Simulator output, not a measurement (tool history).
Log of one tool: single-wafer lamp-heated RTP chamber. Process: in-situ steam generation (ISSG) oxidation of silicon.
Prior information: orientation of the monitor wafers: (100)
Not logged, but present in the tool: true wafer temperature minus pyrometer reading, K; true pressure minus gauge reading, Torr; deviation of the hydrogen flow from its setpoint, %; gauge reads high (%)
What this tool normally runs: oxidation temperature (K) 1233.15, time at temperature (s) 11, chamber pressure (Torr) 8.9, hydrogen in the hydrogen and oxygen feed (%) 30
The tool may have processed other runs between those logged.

run    hour  oxidation temperature (K)  time at temperature (s)  chamber pressure (Torr)  hydrogen in the hydrogen and oxygen feed (%)  wafers since the last listed run  wafers since the last pyrometer calibration  hours since the pressure gauge was zeroed  hours since the hydrogen flow controller was replaced  hours since the gauge calibration  read-back reference wafer on the same gauge, thickness  oxide thickness on the monitor wafer (nm)
  1     0.0                    1246.15                       11                      8.9                                            30                                 0                                         1064                                     1635.6                                                 3935.0                              272.6                                                   4.129                                      4.387
  2    52.1                    1233.15                       11                      8.9                                            30                               515                                         1579                                     1687.7                                                 3987.1                              324.7                                                   4.129                                      4.293
  3   139.8                    1233.15                       11                      8.9                                            30                               868                                         2447                                     1775.4                                                 4074.8                              412.4                                                   4.144                                      4.272
  4   169.1                    1233.15                       11                      8.9                                            30                               290                                         2737                                     1804.7                                                 4104.1                              441.7                                                   4.129                                      4.284
      208.9  -- pyrometer window cleaned and pyrometer calibrated
  5   225.8                    1233.15                       11                      8.9                                            30                               482                                          167                                     1861.4                                                 4160.8                              498.4                                                   4.140                                      4.213
  6   334.8                    1233.15                       11                      8.9                                            30                              1078                                         1246                                     1970.4                                                 4269.8                              607.4                                                   4.126                                      4.216
  7   501.9                    1233.15                       11                      8.9                                            30                              1653                                         2900                                     2137.5                                                 4436.9                              774.5                                                   4.138                                      4.272
      532.1  -- pyrometer window cleaned and pyrometer calibrated
  8   532.7                    1240.15                       11                      8.9                                            30                               225                                            6                                     2168.3                                                 4467.7                              805.3                                                   4.130                                      4.353
  9   562.9                    1240.15                       11                      8.9                                            30                               298                                          305                                     2198.5                                                 4497.9                              835.5                                                   4.120                                      4.385
 10   626.3                    1240.15                       11                      8.9                                            30                               627                                          932                                     2261.9                                                 4561.3                              898.9                                                   4.131                                      4.419
 11   681.8                    1241.15                       11                      8.9                                            30                               549                                         1482                                     2317.4                                                 4616.8                              954.4                                                   4.140                                      4.416
      730.3  -- pressure gauge zeroed
 12   731.8                    1233.15                       11                      8.9                                            30                               415                                         1897                                        1.5                                                 4666.8                             1004.4                                                   4.135                                      4.333
 13   759.1                    1233.15                       11                      8.9                                            30                               270                                         2168                                       28.8                                                 4694.1                             1031.7                                                   4.122                                      4.348
      790.0  -- hydrogen flow controller replaced
 14   828.9                    1233.15                       11                      8.9                                            30                               611                                         2779                                       98.6                                                   38.9                             1101.5                                                   4.142                                      4.350
 15   900.4                    1233.15                       11                      8.9                                            30                               707                                         3487                                      170.1                                                  110.4                             1173.0                                                   4.137                                      4.340
      912.4  -- pyrometer window cleaned and pyrometer calibrated, repeated, since the last time left the tool worse
 16   964.9                    1244.15                       11                      8.9                                            30                               559                                          519                                      234.6                                                  174.9                             1237.5                                                   4.127                                      4.345
 17  1085.8                    1222.15                        9                      7.8                                            32                              1196                                         1716                                      355.5                                                  295.8                             1358.4                                                   4.131                                      4.003
     1113.2  -- gauge calibrated
 18  1157.4                    1233.15                       13                      8.9                                            30                               708                                         2424                                      427.1                                                  367.4                               44.2                                                   4.124                                      4.551
     1194.8  -- pyrometer window cleaned and pyrometer calibrated
 19  1203.1                    1233.15                       11                      7.4                                            25                               373                                           82                                      472.8                                                  413.1                               89.9                                                   4.139                                      4.040
 20  1258.1                    1247.15                        7                      8.9                                            30                               544                                          626                                      527.8                                                  468.1                              144.9                                                   4.129                                      3.728
 21  1291.3                    1220.15                       14                      8.9                                            30                               328                                          955                                      561.0                                                  501.3                              178.1                                                   4.132                                      4.447
 22  1345.0                    1223.15                        9                      8.9                                            30                               531                                         1486                                      614.7                                                  555.0                              231.8                                                   4.130                                      3.863
 23  1370.7                    1218.15                        8                     10.2                                            30                               254                                         1741                                      640.4                                                  580.7                              257.5                                                   4.127                                      3.548
 24  1412.0                    1233.15                       11                      8.9                                            30                               408                                         2149                                      681.7                                                  622.0                              298.8                                                   4.128                                      4.261
 25  1439.2                    1217.15                       11                      8.9                                            30                               269                                         2419                                      708.9                                                  649.2                              326.0                                                   4.122                                      4.086
 26  1505.0                    1233.15                       11                      8.3                                            30                               651                                         3070                                      774.7                                                  715.0                              391.8                                                   4.142                                      4.285
     1517.9  -- pyrometer window cleaned and pyrometer calibrated
 27  1607.7                    1233.15                       13                     10.0                                            32                               937                                          888                                      877.4                                                  817.7                              494.5                                                   4.124                                      4.463

Below are 4 alternative next runs, each starting from the tool's condition after run 27. Predict each:
  A  1608.2                    1233.15                       11                      8.9                                            30                                 4                                          893                                      877.9                                                  818.2                              495.0                                                       ?                                          ?
  B  1608.2                    1244.15                        8                      9.5                                            25                                 4                                          893                                      877.9                                                  818.2                              495.0                                                       ?                                          ?
  C  1608.2                    1233.15                        9                      8.9                                            30                                 4                                          893                                      877.9                                                  818.2                              495.0                                                       ?                                          ?
  D  1608.2                    1233.15                       11                     10.2                                            22                                 4                                          893                                      877.9                                                  818.2                              495.0                                                       ?                                          ?

run  read-back reference wafer on the same gauge, thickness  oxide thickness on the monitor wafer (nm)
  A                                                   4.130                                      4.234
  B                                                   4.130                                      3.644
  C                                                   4.130                                      3.937
  D                                                   4.130                                      3.819
With the hidden condition removed and each run's random variation left untouched, the same runs would have given:
run  oxide thickness on the monitor wafer (nm)
  A                                      4.201
  B                                      3.618
  C                                      3.909
  D                                      3.790
